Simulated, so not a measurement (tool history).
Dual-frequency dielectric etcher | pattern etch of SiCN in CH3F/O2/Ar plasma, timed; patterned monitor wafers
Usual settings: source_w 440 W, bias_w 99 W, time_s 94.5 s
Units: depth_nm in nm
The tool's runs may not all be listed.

run     day  source_w  bias_w  time_s  wafers since the last listed run  hours since the last wet clean  hours since the last source power generator calibration  hours since the last bias power generator calibration  hours since the last upper electrode change  hours since the gauge calibration  read-back reference wafer on the same gauge, depth_nm  depth_nm
  1   0.000       440      99    94.5                                 0                           317.4                                                   1531.1                                                 2719.5                                       1975.6                              220.6                                                  37.65     46.20
  2   2.579       440      99   114.5                               867                           379.3                                                   1593.0                                                 2781.4                                       2037.5                              282.5                                                  37.70     56.61
  3   3.542       440      99   114.5                               323                           402.4                                                   1616.1                                                 2804.5                                       2060.6                              305.6                                                  37.69     56.70
  4   4.046       440      99   114.5                               169                           414.5                                                   1628.2                                                 2816.6                                       2072.7                              317.7                                                  37.74     56.39
  5   4.746       440      99    94.5                               235                           431.3                                                   1645.0                                                 2833.4                                       2089.5                              334.5                                                  37.69     46.69
      5.221  -- bias power generator calibrated
      5.633  -- source power generator calibrated
  6   6.112       470      99    94.5                               347                           464.1                                                     11.5                                                   21.4                                       2122.3                              367.3                                                  37.74     48.31
  7   7.279       470      99    94.5                               392                           492.1                                                     39.5                                                   49.4                                       2150.3                              395.3                                                  37.68     48.37
  8   8.483       370     109    94.5                               405                           521.0                                                     68.4                                                   78.3                                       2179.2                              424.2                                                  37.72     46.05
      9.571  -- gauge calibrated
  9   9.771       480      99    76.5                               433                           551.9                                                     99.3                                                  109.2                                       2210.1                                4.8                                                  37.68     39.76
     11.171  -- wet clean of the chamber
     12.083  -- upper electrode replaced
 10  12.104       440      99    94.5                               141                            22.4                                                    155.3                                                  165.2                                          0.5                               60.8                                                  37.75     45.69
 11  12.275       390      99   118.0                                57                            26.5                                                    159.4                                                  169.3                                          4.6                               64.9                                                  37.69     54.86
 12  13.108       490     114   117.0                               280                            46.5                                                    179.4                                                  189.3                                         24.6                               84.9                                                  37.68     62.71
 13  14.217       440      99    94.5                               372                            73.1                                                    206.0                                                  215.9                                         51.2                              111.5                                                  37.73     45.96
 14  15.692       400     115    75.5                               496                           108.5                                                    241.4                                                  251.3                                         86.6                              146.9                                                  37.71     37.72
 15  16.262       440      99    94.5                               192                           122.2                                                    255.1                                                  265.0                                        100.3                              160.6                                                  37.73     46.14

Hidden state at the last listed run before each entry between runs and at the first one after, where it differs:
Between runs 5 and 6: bias power generator calibrated (day 5.221); source power generator calibrated (day 5.633)
  etch rate over this chamber's usual, %: 2.73 -> 2.98
  measured less the result without the state, depth_nm: +1.24 -> +1.40 nm
Between runs 8 and 9: gauge calibrated (day 9.571)
  etch rate over this chamber's usual, %: 3.41 -> 3.64
  measured less the result without the state, depth_nm: +1.52 -> +1.40 nm
Between runs 9 and 10: wet clean of the chamber (day 11.171); upper electrode replaced (day 12.083)
  etch rate over this chamber's usual, %: 3.64 -> 0.223
  measured less the result without the state, depth_nm: +1.40 -> +0.11 nm
